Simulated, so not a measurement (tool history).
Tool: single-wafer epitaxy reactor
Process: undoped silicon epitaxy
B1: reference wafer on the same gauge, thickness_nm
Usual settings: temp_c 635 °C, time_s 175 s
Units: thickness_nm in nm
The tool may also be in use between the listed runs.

run 1 hour=0.0 | temp_c=635 time_s=197 | B1=22.739 | thickness_nm=23.753
run 2 hour=12.6 | temp_c=635 time_s=197 | B1=22.769 | thickness_nm=23.603
run 3 hour=25.8 | temp_c=635 time_s=175 | B1=22.795 | thickness_nm=20.738
run 4 hour=42.4 | temp_c=635 time_s=175 | B1=22.783 | thickness_nm=20.707
run 5 hour=50.6 | temp_c=635 time_s=175 | B1=22.851 | thickness_nm=20.718
run 6 hour=57.3 | temp_c=635 time_s=175 | B1=22.810 | thickness_nm=20.861
run 7 hour=71.9 | temp_c=635 time_s=175 | B1=22.810 | thickness_nm=20.850
run 8 hour=89.2 | temp_c=635 time_s=175 | B1=22.845 | thickness_nm=20.813
run 9 hour=112.4 | temp_c=635 time_s=175 | B1=22.794 | thickness_nm=20.492
run 10 hour=129.7 | temp_c=635 time_s=185 | B1=22.784 | thickness_nm=21.807
run 11 hour=138.8 | temp_c=635 time_s=185 | B1=22.833 | thickness_nm=21.744
run 12 hour=146.8 | temp_c=635 time_s=175 | B1=22.846 | thickness_nm=20.380
-- hour=166.5 pyrometer calibrated
run 13 hour=167.0 | temp_c=635 time_s=175 | B1=22.828 | thickness_nm=23.289
run 14 hour=212.9 | temp_c=628 time_s=175 | B1=22.770 | thickness_nm=20.293
run 15 hour=227.2 | temp_c=628 time_s=175 | B1=22.825 | thickness_nm=20.486
-- hour=229.8 gauge calibrated
run 16 hour=233.5 | temp_c=628 time_s=175 | B1=22.863 | thickness_nm=20.326
run 17 hour=254.3 | temp_c=635 time_s=193 | B1=22.756 | thickness_nm=25.719
run 18 hour=261.1 | temp_c=635 time_s=175 | B1=22.804 | thickness_nm=23.332
run 19 hour=278.5 | temp_c=649 time_s=194 | B1=22.837 | thickness_nm=33.842
run 20 hour=294.9 | temp_c=639 time_s=149 | B1=22.800 | thickness_nm=21.601
run 21 hour=305.2 | temp_c=635 time_s=175 | B1=22.814 | thickness_nm=22.976
run 22 hour=314.2 | temp_c=630 time_s=200 | B1=22.796 | thickness_nm=24.125
run 23 hour=329.5 | temp_c=630 time_s=156 | B1=22.813 | thickness_nm=18.684
run 24 hour=342.8 | temp_c=635 time_s=175 | B1=22.742 | thickness_nm=23.237
run 25 hour=357.7 | temp_c=629 time_s=185 | B1=22.830 | thickness_nm=21.773
run 26 hour=370.3 | temp_c=648 time_s=198 | B1=22.777 | thickness_nm=33.963
run 27 hour=388.1 | temp_c=623 time_s=203 | B1=22.724 | thickness_nm=21.198
run 28 hour=402.5 | temp_c=643 time_s=209 | B1=22.821 | thickness_nm=32.305
run 29 hour=411.8 | temp_c=649 time_s=175 | B1=22.780 | thickness_nm=30.869
run 30 hour=421.6 | temp_c=623 time_s=186 | B1=22.790 | thickness_nm=19.433
run 31 hour=430.8 | temp_c=635 time_s=175 | B1=22.796 | thickness_nm=23.495
run 32 hour=438.3 | temp_c=641 time_s=175 | B1=22.747 | thickness_nm=26.112
run 33 hour=456.3 | temp_c=635 time_s=175 | B1=22.852 | thickness_nm=23.273
run 34 hour=463.1 | temp_c=635 time_s=175 | B1=22.818 | thickness_nm=22.977

Forecast each of these 5 alternatives for the next run:
run A hour=463.5 | temp_c=635 time_s=175 | B1=? | thickness_nm=?
run B hour=463.5 | temp_c=642 time_s=146 | B1=? | thickness_nm=?
run C hour=463.5 | temp_c=641 time_s=149 | B1=? | thickness_nm=?
run D hour=463.5 | temp_c=646 time_s=145 | B1=? | thickness_nm=?
run E hour=463.5 | temp_c=628 time_s=186 | B1=? | thickness_nm=?

run=A B1=22.810 thickness_nm=23.347
run=B B1=22.810 thickness_nm=22.357
run=C B1=22.810 thickness_nm=22.374
run=D B1=22.810 thickness_nm=24.003
run=E B1=22.810 thickness_nm=21.578
Without the tool's hidden state the same runs would have given:
run=A thickness_nm=23.508
run=B thickness_nm=22.508
run=C thickness_nm=22.526
run=D thickness_nm=24.165
run=E thickness_nm=21.729

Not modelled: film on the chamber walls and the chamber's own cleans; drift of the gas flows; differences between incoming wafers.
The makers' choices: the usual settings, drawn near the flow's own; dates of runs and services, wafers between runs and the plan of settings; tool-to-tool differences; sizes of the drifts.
